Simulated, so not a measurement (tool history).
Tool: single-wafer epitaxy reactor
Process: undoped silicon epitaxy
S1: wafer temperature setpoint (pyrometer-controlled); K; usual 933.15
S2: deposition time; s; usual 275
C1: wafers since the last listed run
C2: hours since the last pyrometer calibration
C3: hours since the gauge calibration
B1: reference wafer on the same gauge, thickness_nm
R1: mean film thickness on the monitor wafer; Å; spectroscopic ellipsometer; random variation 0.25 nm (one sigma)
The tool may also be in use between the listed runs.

run 1 hour=0 | S1=933.15 S2=275 | C1=0 C2=1558.1 C3=155.7 | B1=63.21 | R1=610.1
run 2 hour=14.5 | S1=933.15 S2=275 | C1=88 C2=1572.6 C3=170.2 | B1=63.14 | R1=610.2
run 3 hour=25.4 | S1=933.15 S2=275 | C1=66 C2=1583.5 C3=181.1 | B1=63.203 | R1=614.85
run 4 hour=34.2 | S1=921.15 S2=275 | C1=53 C2=1592.3 C3=189.9 | B1=63.228 | R1=454.65
run 5 hour=50.7 | S1=921.15 S2=275 | C1=101 C2=1608.8 C3=206.4 | B1=63.198 | R1=459.14
run 6 hour=61.3 | S1=933.15 S2=247 | C1=65 C2=1619.4 C3=217 | B1=63.251 | R1=552.27
run 7 hour=73.5 | S1=933.15 S2=247 | C1=74 C2=1631.6 C3=229.2 | B1=63.2 | R1=549.92
run 8 hour=85.4 | S1=933.15 S2=247 | C1=72 C2=1643.5 C3=241.1 | B1=63.26 | R1=554.78
run 9 hour=101 | S1=938.15 S2=297 | C1=95 C2=1659.1 C3=256.7 | B1=63.188 | R1=752.59
run 10 hour=110.6 | S1=938.15 S2=297 | C1=58 C2=1668.7 C3=266.3 | B1=63.228 | R1=750.21
run 11 hour=122.9 | S1=933.15 S2=275 | C1=75 C2=1681 C3=278.6 | B1=63.194 | R1=621.84
run 12 hour=132.1 | S1=933.15 S2=275 | C1=56 C2=1690.2 C3=287.8 | B1=63.214 | R1=617.65
run 13 hour=147.3 | S1=942.15 S2=302 | C1=93 C2=1705.4 C3=303 | B1=63.204 | R1=838.38
-- hour=155.6 gauge calibrated
run 14 hour=158.1 | S1=940.15 S2=325 | C1=66 C2=1716.2 C3=2.5 | B1=63.199 | R1=862.3
run 15 hour=175.6 | S1=921.15 S2=236 | C1=107 C2=1733.7 C3=20 | B1=63.217 | R1=398.28
-- hour=189.4 pyrometer calibrated
run 16 hour=189.9 | S1=933.15 S2=275 | C1=38 C2=0.5 C3=34.3 | B1=63.215 | R1=544.24
run 17 hour=200.5 | S1=920.15 S2=275 | C1=65 C2=11.1 C3=44.9 | B1=63.214 | R1=395.26
run 18 hour=216.1 | S1=933.15 S2=315 | C1=95 C2=26.7 C3=60.5 | B1=63.201 | R1=626.86
run 19 hour=232.1 | S1=933.15 S2=246 | C1=98 C2=42.7 C3=76.5 | B1=63.228 | R1=489.23
run 20 hour=240 | S1=933.15 S2=275 | C1=48 C2=50.6 C3=84.4 | B1=63.228 | R1=543.34
run 21 hour=253 | S1=933.15 S2=254 | C1=79 C2=63.6 C3=97.4 | B1=63.211 | R1=506.84

Forecast run 22:
run 22 hour=260.5 | S1=933.15 S2=275 | C1=45 C2=71.1 C3=104.9 | B1=? | R1=?

{"run 22": {"B1": 63.183, "R1": 550.25}}
Without the tool's hidden state the same run would have given R1 544.06 Å.
